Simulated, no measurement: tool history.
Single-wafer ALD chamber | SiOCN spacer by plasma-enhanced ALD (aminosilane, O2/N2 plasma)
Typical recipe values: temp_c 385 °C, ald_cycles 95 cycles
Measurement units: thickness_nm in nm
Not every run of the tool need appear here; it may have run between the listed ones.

run     day  temp_c  ald_cycles  wafers since the last listed run  hours since the last thermocouple change  hours since the gauge calibration  read-back reference wafer on the same gauge, thickness_nm  thickness_nm
  1   0.000     385          95                                 0                                    1120.5                              400.2                                                      5.772         5.375
  2   1.838     385          95                               159                                    1164.6                              444.3                                                      5.774         5.386
  3   4.338     385          95                               216                                    1224.6                              504.3                                                      5.775         5.371
  4   6.862     385          89                               218                                    1285.2                              564.9                                                      5.775         5.038
  5   8.767     385          89                               164                                    1330.9                              610.6                                                      5.779         5.066
  6  10.979     385          89                               191                                    1384.0                              663.7                                                      5.779         5.038
     10.992  -- gauge calibrated
  7  12.488     394          95                               130                                    1420.2                               35.9                                                      5.702         5.315
  8  15.112     394          95                               227                                    1483.2                               98.9                                                      5.714         5.327
  9  17.475     394          95                               204                                    1539.9                              155.6                                                      5.731         5.343
 10  18.483     385          95                                87                                    1564.1                              179.8                                                      5.741         5.346
 11  21.154     385          95                               231                                    1628.2                              243.9                                                      5.749         5.350
 12  22.571     385          95                               122                                    1662.2                              277.9                                                      5.750         5.360
 13  24.317     385          95                               151                                    1704.1                              319.8                                                      5.758         5.374
 14  26.083     373          85                               153                                    1746.5                              362.2                                                      5.761         4.813
     29.658  -- thermocouple changed; heater temperature recalibrated
 15  32.571     373         110                               533                                      69.9                              517.9                                                      5.774         6.234
 16  35.246     394          95                               231                                     134.1                              582.1                                                      5.775         5.378
 17  37.079     371          95                               158                                     178.1                              626.1                                                      5.776         5.382
     39.442  -- gauge calibrated
 18  39.442     400         109                               204                                     234.8                                0.0                                                      5.709         6.078
 19  41.658     377         109                               192                                     288.0                               53.2                                                      5.729         6.126
 20  44.208     375         112                               220                                     349.2                              114.4                                                      5.746         6.321
 21  45.600     378          95                               120                                     382.6                              147.8                                                      5.749         5.348
 22  46.604     392         108                                86                                     406.7                              171.9                                                      5.762         6.087
 23  50.062     385          87                               299                                     489.7                              254.9                                                      5.775         4.942
 24  51.112     374          81                                90                                     514.9                              280.1                                                      5.778         4.595

Branching from run 24: 4 alternative next runs. What would each branch give?
  A  51.138     385         105                                 2                                     515.5                              280.7                                                          ?             ?
  B  51.138     398          90                                 2                                     515.5                              280.7                                                          ?             ?
  C  51.138     379          85                                 2                                     515.5                              280.7                                                          ?             ?
  D  51.138     398         107                                 2                                     515.5                              280.7                                                          ?             ?

run  read-back reference wafer on the same gauge, thickness_nm  thickness_nm
  A                                                      5.780         5.971
  B                                                      5.780         5.118
  C                                                      5.780         4.834
  D                                                      5.780         6.085
With no hidden state in the tool, these same runs would have given:
run  thickness_nm
  A         5.879
  B         5.039
  C         4.759
  D         5.991

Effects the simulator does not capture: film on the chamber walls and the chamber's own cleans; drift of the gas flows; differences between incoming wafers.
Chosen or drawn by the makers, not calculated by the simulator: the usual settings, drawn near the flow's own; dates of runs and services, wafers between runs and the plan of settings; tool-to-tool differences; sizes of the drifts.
